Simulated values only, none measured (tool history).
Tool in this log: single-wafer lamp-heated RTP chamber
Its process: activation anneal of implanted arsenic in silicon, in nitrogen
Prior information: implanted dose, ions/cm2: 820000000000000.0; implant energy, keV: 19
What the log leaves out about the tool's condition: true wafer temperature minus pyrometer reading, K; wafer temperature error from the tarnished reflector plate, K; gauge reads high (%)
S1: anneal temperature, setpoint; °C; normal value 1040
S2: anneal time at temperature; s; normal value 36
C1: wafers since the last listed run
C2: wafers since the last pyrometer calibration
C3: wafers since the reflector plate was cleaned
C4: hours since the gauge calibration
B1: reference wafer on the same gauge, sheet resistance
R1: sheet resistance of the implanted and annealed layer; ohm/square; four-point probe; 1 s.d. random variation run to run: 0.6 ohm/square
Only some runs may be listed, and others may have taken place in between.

run    hour    S1  S2    C1    C2    C3      C4      B1      R1
  1     0.0  1058  36     0  3627  2082   717.9  118.86  135.02
  2    40.9  1058  36   432  4060  2515   758.8  119.10  135.83
  3   102.3  1058  36   649  4710  3164   820.2  118.99  135.67
      121.8  -- pyrometer window cleaned and pyrometer calibrated
  4   146.7  1040  36   385   263  3549   864.6  119.04  140.04
  5   225.7  1040  36   835  1099  4385   943.6  118.91  139.07
  6   270.1  1040  36   469  1569  4855   988.0  119.00  139.69
  7   312.9  1040  36   452  2022  5308  1030.8  119.00  137.79
  8   400.2  1040  36   923  2945  6231  1118.1  119.15  139.30
  9   475.8  1040  36   799  3745  7031  1193.7  118.96  139.31
 10   528.0  1040  36   552  4298  7584  1245.9  119.12  138.18
      623.7  -- pyrometer window cleaned and pyrometer calibrated
 11   624.2  1040  36   933     5  8517  1342.1  118.95  139.54
 12   703.7  1040  36   841   846  9358  1421.6  119.04  139.40
      712.2  -- reflector plate cleaned
 13   766.6  1040  36   580  1427   575  1484.5  119.11  139.30
 14   816.8  1040  36   531  1958  1106  1534.7  119.07  138.35
 15   891.9  1040  36   794  2752  1901  1609.8  118.82  139.39
 16   994.9  1013  24  1089  3842  2990  1712.8  119.00  150.03
     1058.3  -- pyrometer window cleaned and pyrometer calibrated
 17  1193.5  1018  46  2016  1430  5007  1911.4  118.92  140.68
 18  1242.8  1040  46   521  1952  5529  1960.7  118.94  136.72
     1463.3  -- gauge calibrated
     1517.5  -- pyrometer window cleaned and pyrometer calibrated
 19  1529.6  1040  36  2949   127  8478    66.3  118.99  139.57
     1598.0  -- reflector plate cleaned
 20  1613.1  1069  29   798   926   159   149.8  118.97  135.67
 21  1720.5  1040  36  1136  2062  1295   257.2  119.19  139.21
 22  1786.2  1040  36   695  2757  1990   322.9  119.17  139.99
 23  1847.2  1023  48   645  3403  2636   383.9  119.14  140.71
 24  1893.7  1040  20   491  3895  3128   430.4  118.96  145.23
 25  1950.6  1040  36   602  4497  3730   487.3  119.09  138.66
     1960.9  -- pyrometer window cleaned and pyrometer calibrated
 26  2019.0  1011  22   639   614  4369   555.7  119.03  150.37
 27  2118.3  1040  15  1050  1665  5419   655.0  119.00  147.71
 28  2195.2  1057  17   813  2478  6233   731.9  119.02  142.59

Forecast each of these 4 alternatives for the next run:
  A  2195.6  1040  36   4  2483  6237  732.3   ?   ?
  B  2195.6  1053  29   4  2483  6237  732.3   ?   ?
  C  2195.6  1029  43   4  2483  6237  732.3   ?   ?
  D  2195.6  1053  18   4  2483  6237  732.3   ?   ?

run      B1      R1
  A  119.09  139.04
  B  119.09  138.45
  C  119.09  139.66
  D  119.09  143.25
With no hidden state in the tool, these same runs would have given:
run      R1
  A  139.04
  B  138.45
  C  139.66
  D  143.25
